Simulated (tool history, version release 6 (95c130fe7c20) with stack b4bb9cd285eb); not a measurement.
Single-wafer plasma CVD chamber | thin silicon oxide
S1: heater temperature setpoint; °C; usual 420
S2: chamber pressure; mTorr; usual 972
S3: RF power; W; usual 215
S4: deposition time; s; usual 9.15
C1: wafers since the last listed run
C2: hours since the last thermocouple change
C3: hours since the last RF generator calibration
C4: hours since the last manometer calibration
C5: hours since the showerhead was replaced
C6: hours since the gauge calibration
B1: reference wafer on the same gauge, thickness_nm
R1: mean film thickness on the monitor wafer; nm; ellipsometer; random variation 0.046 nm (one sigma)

run 1 hour=0 | S1=420 S2=972 S3=215 S4=9.15 | C1=0 C2=1761.3 C3=918.2 C4=1085.9 C5=4412.3 C6=11 | B1=17.295 | R1=15.82
run 2 hour=24.1 | S1=420 S2=972 S3=215 S4=9.15 | C1=1156 C2=1785.4 C3=942.3 C4=1110 C5=4436.4 C6=35.1 | B1=17.296 | R1=15.726
run 3 hour=47.5 | S1=420 S2=972 S3=215 S4=9.15 | C1=1123 C2=1808.8 C3=965.7 C4=1133.4 C5=4459.8 C6=58.5 | B1=17.305 | R1=15.682
run 4 hour=69 | S1=412 S2=972 S3=215 S4=9.15 | C1=1032 C2=1830.3 C3=987.2 C4=1154.9 C5=4481.3 C6=80 | B1=17.29 | R1=15.796
run 5 hour=91.5 | S1=412 S2=972 S3=215 S4=9.15 | C1=1080 C2=1852.8 C3=1009.7 C4=1177.4 C5=4503.8 C6=102.5 | B1=17.3 | R1=15.828
run 6 hour=107.2 | S1=420 S2=972 S3=215 S4=9.15 | C1=753 C2=1868.5 C3=1025.4 C4=1193.1 C5=4519.5 C6=118.2 | B1=17.301 | R1=15.763
run 7 hour=140.9 | S1=420 S2=972 S3=250 S4=7.93 | C1=1617 C2=1902.2 C3=1059.1 C4=1226.8 C5=4553.2 C6=151.9 | B1=17.304 | R1=14.979
-- hour=171.9 RF generator calibrated
run 8 hour=172.4 | S1=426 S2=1102 S3=245 S4=7.97 | C1=1128 C2=1933.7 C3=0.5 C4=1258.3 C5=4584.7 C6=183.4 | B1=17.303 | R1=16.361
run 9 hour=176.9 | S1=420 S2=972 S3=215 S4=9.15 | C1=216 C2=1938.2 C3=5 C4=1262.8 C5=4589.2 C6=187.9 | B1=17.298 | R1=15.998
run 10 hour=219.6 | S1=420 S2=972 S3=190 S4=9.15 | C1=2049 C2=1980.9 C3=47.7 C4=1305.5 C5=4631.9 C6=230.6 | B1=17.288 | R1=14.713
run 11 hour=237.7 | S1=427 S2=972 S3=215 S4=9.15 | C1=868 C2=1999 C3=65.8 C4=1323.6 C5=4650 C6=248.7 | B1=17.31 | R1=15.923
run 12 hour=269.1 | S1=420 S2=1159 S3=225 S4=9.15 | C1=1507 C2=2030.4 C3=97.2 C4=1355 C5=4681.4 C6=280.1 | B1=17.303 | R1=18.49
run 13 hour=302 | S1=420 S2=972 S3=215 S4=9.15 | C1=1579 C2=2063.3 C3=130.1 C4=1387.9 C5=4714.3 C6=313 | B1=17.298 | R1=15.991
-- hour=322.4 capacitance manometer re-zeroed and calibrated
run 14 hour=334.4 | S1=420 S2=972 S3=215 S4=9.15 | C1=1171 C2=2095.7 C3=162.5 C4=12 C5=4746.7 C6=345.4 | B1=17.302 | R1=16.008
-- hour=344.9 showerhead replaced
run 15 hour=368.7 | S1=420 S2=972 S3=215 S4=9.15 | C1=1262 C2=2130 C3=196.8 C4=46.3 C5=23.8 C6=379.7 | B1=17.301 | R1=16.011
-- hour=393.6 thermocouple changed; heater temperature recalibrated
run 16 hour=394.1 | S1=432 S2=1037 S3=190 S4=9.15 | C1=835 C2=0.5 C3=222.2 C4=71.7 C5=49.2 C6=405.1 | B1=17.308 | R1=15.161
run 17 hour=412.8 | S1=420 S2=972 S3=195 S4=9.15 | C1=897 C2=19.2 C3=240.9 C4=90.4 C5=67.9 C6=423.8 | B1=17.307 | R1=15.008
run 18 hour=434.6 | S1=429 S2=972 S3=215 S4=9.15 | C1=1046 C2=41 C3=262.7 C4=112.2 C5=89.7 C6=445.6 | B1=17.297 | R1=15.887
run 19 hour=467.1 | S1=420 S2=972 S3=255 S4=9.15 | C1=1560 C2=73.5 C3=295.2 C4=144.7 C5=122.2 C6=478.1 | B1=17.287 | R1=17.573
run 20 hour=480.6 | S1=412 S2=972 S3=240 S4=9.15 | C1=648 C2=87 C3=308.7 C4=158.2 C5=135.7 C6=491.6 | B1=17.3 | R1=17.142
run 21 hour=500.3 | S1=410 S2=972 S3=250 S4=10.26 | C1=945 C2=106.7 C3=328.4 C4=177.9 C5=155.4 C6=511.3 | B1=17.302 | R1=19.68
run 22 hour=516.7 | S1=431 S2=972 S3=215 S4=9.15 | C1=787 C2=123.1 C3=344.8 C4=194.3 C5=171.8 C6=527.7 | B1=17.301 | R1=15.832
run 23 hour=545.9 | S1=420 S2=1209 S3=215 S4=10.18 | C1=1401 C2=152.3 C3=374 C4=223.5 C5=201 C6=556.9 | B1=17.312 | R1=20.43
run 24 hour=575.9 | S1=420 S2=972 S3=215 S4=9.15 | C1=1440 C2=182.3 C3=404 C4=253.5 C5=231 C6=586.9 | B1=17.297 | R1=15.944
run 25 hour=594.8 | S1=420 S2=866 S3=245 S4=9.15 | C1=907 C2=201.2 C3=422.9 C4=272.4 C5=249.9 C6=605.8 | B1=17.292 | R1=15.66
run 26 hour=630.6 | S1=430 S2=972 S3=215 S4=10.27 | C1=1718 C2=237 C3=458.7 C4=308.2 C5=285.7 C6=641.6 | B1=17.311 | R1=17.749
run 27 hour=643.2 | S1=420 S2=972 S3=190 S4=10.44 | C1=604 C2=249.6 C3=471.3 C4=320.8 C5=298.3 C6=654.2 | B1=17.303 | R1=16.642
run 28 hour=656.9 | S1=420 S2=972 S3=250 S4=9.15 | C1=657 C2=263.3 C3=485 C4=334.5 C5=312 C6=667.9 | B1=17.295 | R1=17.449
run 29 hour=689.6 | S1=426 S2=972 S3=215 S4=9.15 | C1=1569 C2=296 C3=517.7 C4=367.2 C5=344.7 C6=700.6 | B1=17.301 | R1=15.861

Hidden state at the last listed run before each entry between runs and at the first one after, where it differs:
Between runs 7 and 8: RF generator calibrated (hour 171.9)
  delivered RF power above the setpoint (%): -3.39 -> -0.422
  measured less the result without the state, R1: -0.306 -> -0.04 nm
Between runs 13 and 14: capacitance manometer re-zeroed and calibrated (hour 322.4)
  delivered RF power above the setpoint (%): -0.8 -> -0.895
  measured less the result without the state, R1: -0.08 -> -0.089 nm
Between runs 14 and 15: showerhead replaced (hour 344.9)
  delivered RF power above the setpoint (%): -0.895 -> -0.995
  measured less the result without the state, R1: -0.089 -> -0.099 nm
Between runs 15 and 16: thermocouple changed; heater temperature recalibrated (hour 393.6)
  delivered RF power above the setpoint (%): -0.995 -> -1.07
  measured less the result without the state, R1: -0.099 -> -0.109 nm
